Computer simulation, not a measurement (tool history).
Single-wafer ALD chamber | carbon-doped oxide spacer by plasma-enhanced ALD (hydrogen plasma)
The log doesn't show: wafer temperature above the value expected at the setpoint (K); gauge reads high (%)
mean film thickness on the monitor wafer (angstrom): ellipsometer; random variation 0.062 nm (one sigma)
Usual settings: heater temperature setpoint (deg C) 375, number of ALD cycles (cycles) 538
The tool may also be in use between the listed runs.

| run | day | heater temperature setpoint (deg C) | number of ALD cycles (cycles) | wafers since the last listed run | hours since the last thermocouple change | hours since the gauge calibration | read-back reference wafer on the same gauge, thickness_nm | mean film thickness on the monitor wafer (angstrom) |
|---|---|---|---|---|---|---|---|---|
| 1 | 0.000 | 385 | 579 | 0 | 1052.0 | 1034.7 | 28.595 | 266.26 |
| 2 | 2.238 | 385 | 579 | 25 | 1105.7 | 1088.4 | 28.601 | 265.90 |
|  | 4.017 | gauge calibrated |
| 3 | 4.908 | 385 | 579 | 29 | 1169.8 | 21.4 | 28.607 | 266.86 |
| 4 | 6.775 | 375 | 538 | 20 | 1214.6 | 66.2 | 28.594 | 247.86 |
| 5 | 10.050 | 375 | 538 | 36 | 1293.2 | 144.8 | 28.593 | 246.64 |
| 6 | 12.379 | 375 | 538 | 26 | 1349.1 | 200.7 | 28.605 | 247.08 |
| 7 | 14.933 | 375 | 538 | 28 | 1410.4 | 262.0 | 28.621 | 246.99 |
| 8 | 17.167 | 375 | 538 | 25 | 1464.0 | 315.6 | 28.623 | 249.06 |
| 9 | 18.817 | 375 | 538 | 18 | 1503.6 | 355.2 | 28.597 | 246.59 |
| 10 | 21.304 | 375 | 538 | 27 | 1563.3 | 414.9 | 28.605 | 248.62 |
| 11 | 23.196 | 385 | 538 | 21 | 1608.7 | 460.3 | 28.603 | 246.65 |
| 12 | 27.079 | 385 | 538 | 43 | 1701.9 | 553.5 | 28.597 | 246.77 |
| 13 | 31.338 | 385 | 538 | 47 | 1804.1 | 655.7 | 28.578 | 248.33 |
| 14 | 35.450 | 375 | 538 | 46 | 1902.8 | 754.4 | 28.619 | 248.08 |
| 15 | 38.521 | 366 | 451 | 34 | 1976.5 | 828.1 | 28.614 | 207.11 |
| 16 | 42.904 | 375 | 538 | 49 | 2081.7 | 933.3 | 28.579 | 247.65 |
| 17 | 45.154 | 389 | 494 | 25 | 2135.7 | 987.3 | 28.616 | 227.74 |
| 18 | 48.075 | 360 | 588 | 32 | 2205.8 | 1057.4 | 28.597 | 270.50 |
|  | 49.929 | thermocouple changed; heater temperature recalibrated |
|  | 51.142 | gauge calibrated |
| 19 | 51.154 | 375 | 538 | 30 | 29.4 | 0.3 | 28.595 | 247.62 |
| 20 | 53.604 | 362 | 538 | 27 | 88.2 | 59.1 | 28.615 | 246.68 |
| 21 | 56.388 | 375 | 538 | 31 | 155.0 | 125.9 | 28.584 | 246.62 |
| 22 | 58.354 | 386 | 470 | 22 | 202.2 | 173.1 | 28.579 | 215.94 |
| 23 | 64.746 | 385 | 579 | 71 | 355.6 | 326.5 | 28.603 | 266.52 |
| 24 | 68.421 | 360 | 590 | 41 | 443.8 | 414.7 | 28.585 | 271.50 |
| 25 | 72.404 | 385 | 583 | 44 | 539.4 | 510.3 | 28.585 | 269.80 |
| 26 | 74.350 | 375 | 538 | 21 | 586.1 | 557.0 | 28.599 | 246.59 |
| 27 | 79.296 | 364 | 475 | 55 | 704.8 | 675.7 | 28.626 | 218.70 |
| 28 | 84.321 | 380 | 447 | 56 | 825.4 | 796.3 | 28.599 | 204.75 |

The tool's hidden state at each run:
wafer temperature above the value expected at the setpoint (K): 0 in every run
gauge reads high (%): 0 in every run
